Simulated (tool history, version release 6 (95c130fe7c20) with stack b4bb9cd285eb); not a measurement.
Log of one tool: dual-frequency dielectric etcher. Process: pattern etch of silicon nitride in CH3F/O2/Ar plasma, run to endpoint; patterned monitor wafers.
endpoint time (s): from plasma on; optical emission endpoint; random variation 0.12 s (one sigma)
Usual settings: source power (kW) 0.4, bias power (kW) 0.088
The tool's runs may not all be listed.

run,hour,source power (kW),bias power (kW),wafers since the last listed run,hours since the last wet clean,hours since the last source power generator calibration,hours since the last bias power generator calibration,hours since the last upper electrode change,"incoming incoming film thickness, nm",endpoint time (s)
1,0,0.4,0.093,0,319,1839.5,3090,2743.2,33.03,37.5
2,48.2,0.4,0.088,506,367.2,1887.7,3138.2,2791.4,32.63,37.5
# hour 122.7: wet clean of the chamber
3,123.2,0.4,0.088,536,0.5,1962.7,3213.2,2866.4,32.65,38.5
4,131.8,0.4,0.088,90,9.1,1971.3,3221.8,2875,32.4,38.2
5,165.1,0.4,0.088,350,42.4,2004.6,3255.1,2908.3,32.82,38.6
6,235.2,0.4,0.073,736,112.5,2074.7,3325.2,2978.4,32.63,40.5
7,293.5,0.4,0.073,612,170.8,2133,3383.5,3036.7,32.58,40.3
8,339.7,0.38,0.088,485,217,2179.2,3429.7,3082.9,33.11,39.3
9,399.1,0.38,0.088,624,276.4,2238.6,3489.1,3142.3,32.88,38.7
10,461.4,0.4,0.088,654,338.7,2300.9,3551.4,3204.6,32.68,37.7
11,526.4,0.4,0.088,683,403.7,2365.9,3616.4,3269.6,33.02,37.7
# hour 570.2: wet clean of the chamber
12,577.7,0.4,0.099,287,7.5,2417.2,3667.7,3320.9,33.09,37.7
13,612.3,0.4,0.099,363,42.1,2451.8,3702.3,3355.5,32.96,37.4
14,697.1,0.4,0.099,891,126.9,2536.6,3787.1,3440.3,32.51,36.4
15,810.9,0.4,0.081,1196,240.7,2650.4,3900.9,3554.1,32.95,39.2
16,882.8,0.4,0.098,755,312.6,2722.3,3972.8,3626,32.39,35.9
17,945.1,0.49,0.1,654,374.9,2784.6,4035.1,3688.3,32.58,33.4
18,1006.8,0.4,0.088,648,436.6,2846.3,4096.8,3750,32.33,36.9
# hour 1041.3: wet clean of the chamber
19,1069.9,0.37,0.088,411,28.6,2909.4,4159.9,3813.1,32.58,39.3
# hour 1134.4: source power generator calibrated
20,1137.1,0.4,0.08,664,95.8,2.7,4227.1,3880.3,32.91,40.5
21,1253.3,0.32,0.088,1221,212,118.9,4343.3,3996.5,32.58,41.5
# hour 1313.5: upper electrode replaced
22,1315.4,0.4,0.088,400,274.1,181,4405.4,1.9,32.54,37.9
23,1348.4,0.4,0.081,346,307.1,214,4438.4,34.9,32.56,38.9
24,1378.4,0.4,0.088,315,337.1,244,4468.4,64.9,32.74,38.2
25,1411.3,0.33,0.082,345,370,276.9,4501.3,97.8,32.51,41.4
26,1479.1,0.43,0.1,712,437.8,344.7,4569.1,165.6,33.07,35.5
# hour 1531.3: wet clean of the chamber
27,1539.2,0.43,0.109,379,7.9,404.8,4629.2,225.7,32.46,35.2
# hour 1545.3: bias power generator calibrated
28,1610.1,0.48,0.096,703,78.8,475.7,64.8,296.6,32.46,34.9
29,1661.2,0.33,0.074,537,129.9,526.8,115.9,347.7,32.73,43.9
30,1700.7,0.4,0.102,415,169.4,566.3,155.4,387.2,32.88,36.9
31,1769.5,0.31,0.097,723,238.2,635.1,224.2,456,32.65,40.1
32,1812.3,0.44,0.088,449,281,677.9,267,498.8,32.78,36.8
33,1875.4,0.44,0.105,663,344.1,741,330.1,561.9,32.82,34.5
34,1918.4,0.4,0.088,452,387.1,784,373.1,604.9,32.26,37.2
# hour 1968: wet clean of the chamber
35,1974.2,0.4,0.107,334,6.2,839.8,428.9,660.7,32.7,36.7

Forecast each of these 4 alternatives for the next run:
A,1974.6,0.4,0.088,4,6.6,840.2,429.3,661.1,32.62,?
B,1974.6,0.33,0.095,4,6.6,840.2,429.3,661.1,32.62,?
C,1974.6,0.45,0.108,4,6.6,840.2,429.3,661.1,32.62,?
D,1974.6,0.48,0.1,4,6.6,840.2,429.3,661.1,32.62,?

run,endpoint time (s)
A,38.7
B,40.4
C,34.7
D,34.8
Without the tool's hidden state the same runs would have given:
run,endpoint time (s)
A,39.2
B,41
C,35.2
D,35.2
